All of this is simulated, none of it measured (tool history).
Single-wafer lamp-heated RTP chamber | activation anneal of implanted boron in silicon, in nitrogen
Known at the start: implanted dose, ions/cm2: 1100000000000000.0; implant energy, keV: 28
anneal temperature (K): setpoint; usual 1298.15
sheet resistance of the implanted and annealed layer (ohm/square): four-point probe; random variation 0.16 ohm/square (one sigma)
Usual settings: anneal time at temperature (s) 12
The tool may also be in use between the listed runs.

| run | hour | anneal temperature (K) | anneal time at temperature (s) | wafers since the last listed run | wafers since the last pyrometer calibration | wafers since the reflector plate was cleaned | hours since the gauge calibration | read-back reference wafer on the same gauge, sheet resistance | sheet resistance of the implanted and annealed layer (ohm/square) |
|---|---|---|---|---|---|---|---|---|---|
| 1 | 0.0 | 1298.15 | 12 | 0 | 8396 | 11024 | 135.4 | 97.96 | 106.30 |
| 2 | 14.3 | 1286.15 | 8 | 152 | 8549 | 11177 | 149.7 | 97.95 | 108.40 |
| 3 | 23.4 | 1286.15 | 8 | 97 | 8646 | 11275 | 158.8 | 98.01 | 108.08 |
| 4 | 41.3 | 1298.15 | 12 | 191 | 8838 | 11466 | 176.7 | 98.07 | 106.11 |
| 5 | 52.8 | 1298.15 | 12 | 122 | 8961 | 11589 | 188.2 | 97.99 | 106.38 |
| 6 | 64.4 | 1298.15 | 12 | 123 | 9085 | 11713 | 199.8 | 97.96 | 106.09 |
| 7 | 78.4 | 1298.15 | 12 | 149 | 9234 | 11862 | 213.8 | 97.98 | 106.14 |
| 8 | 96.3 | 1298.15 | 12 | 191 | 9425 | 12054 | 231.7 | 98.01 | 106.42 |
| 9 | 102.4 | 1298.15 | 12 | 65 | 9491 | 12119 | 237.8 | 98.03 | 105.93 |
|  | 114.2 | pyrometer window cleaned and pyrometer calibrated |
| 10 | 116.2 | 1313.15 | 9 | 61 | 21 | 12181 | 251.6 | 98.01 | 104.88 |
| 11 | 130.6 | 1298.15 | 12 | 153 | 175 | 12335 | 266.0 | 98.03 | 106.41 |
| 12 | 139.2 | 1298.15 | 12 | 91 | 267 | 12427 | 274.6 | 98.03 | 106.52 |
| 13 | 147.1 | 1298.15 | 12 | 84 | 352 | 12511 | 282.5 | 97.97 | 106.15 |
|  | 151.8 | gauge calibrated |
| 14 | 154.4 | 1298.15 | 12 | 78 | 430 | 12589 | 2.6 | 97.98 | 106.05 |
| 15 | 167.9 | 1273.15 | 17 | 144 | 574 | 12733 | 16.1 | 97.95 | 109.99 |

The next listed run, before its measurement:
| 16 | 176.4 | 1298.15 | 12 | 90 | 665 | 12824 | 24.6 | ? | ? |

Run 16 gave read-back reference wafer on the same gauge, sheet resistance 97.97, sheet resistance of the implanted and annealed layer (ohm/square) 106.02.
Without the tool's hidden state the same run would have given sheet resistance of the implanted and annealed layer (ohm/square) 106.02.
